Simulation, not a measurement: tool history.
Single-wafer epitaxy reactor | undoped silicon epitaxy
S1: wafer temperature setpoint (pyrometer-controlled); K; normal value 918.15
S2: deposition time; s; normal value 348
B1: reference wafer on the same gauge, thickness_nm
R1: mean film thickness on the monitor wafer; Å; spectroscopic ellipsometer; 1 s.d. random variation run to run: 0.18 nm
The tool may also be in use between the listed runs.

| run | hour | S1 | S2 | B1 | R1 |
|---|---|---|---|---|---|
| 1 | 0.0 | 918.15 | 348 | 60.694 | 490.80 |
| 2 | 32.2 | 918.15 | 348 | 60.753 | 489.89 |
| 3 | 56.8 | 918.15 | 328 | 60.667 | 463.30 |
| 4 | 119.3 | 918.15 | 328 | 60.677 | 461.74 |
| 5 | 170.2 | 918.15 | 328 | 60.711 | 460.21 |
| 6 | 233.2 | 918.15 | 348 | 60.675 | 489.61 |
| 7 | 284.0 | 918.15 | 372 | 60.733 | 523.56 |
| 8 | 322.7 | 918.15 | 348 | 60.669 | 488.16 |
| 9 | 373.7 | 918.15 | 348 | 60.766 | 490.49 |
| 10 | 423.8 | 918.15 | 348 | 60.672 | 484.82 |
| 11 | 456.7 | 923.15 | 302 | 60.740 | 471.94 |
| 12 | 489.1 | 918.15 | 348 | 60.729 | 489.52 |
| 13 | 550.2 | 923.15 | 384 | 60.802 | 594.42 |
| 14 | 607.9 | 910.15 | 400 | 60.674 | 474.80 |
| 15 | 639.2 | 918.15 | 348 | 60.655 | 486.65 |
| 16 | 708.0 | 906.15 | 325 | 60.740 | 355.08 |
|  | 716.0 | gauge calibrated |
|  | 734.2 | pyrometer calibrated |
| 17 | 775.7 | 927.15 | 395 | 60.702 | 711.11 |
| 18 | 834.1 | 924.15 | 306 | 60.726 | 521.58 |
| 19 | 861.2 | 932.15 | 305 | 60.723 | 602.98 |
| 20 | 933.0 | 904.15 | 284 | 60.725 | 313.23 |
| 21 | 989.0 | 932.15 | 305 | 60.802 | 597.74 |

Predict each of these 4 candidate next runs independently; none follows another, all start after run 21:
| A | 989.5 | 918.15 | 348 | ? | ? |
| B | 989.5 | 932.15 | 312 | ? | ? |
| C | 989.5 | 910.15 | 348 | ? | ? |
| D | 989.5 | 913.15 | 390 | ? | ? |

| run | B1 | R1 |
|---|---|---|
| A | 60.689 | 509.22 |
| B | 60.689 | 605.97 |
| C | 60.689 | 431.58 |
| D | 60.689 | 514.78 |
Take away the tool's hidden state, keep each run's random variation, and the runs would have read:
| run | R1 |
|---|---|
| A | 521.30 |
| B | 619.94 |
| C | 441.98 |
| D | 527.12 |
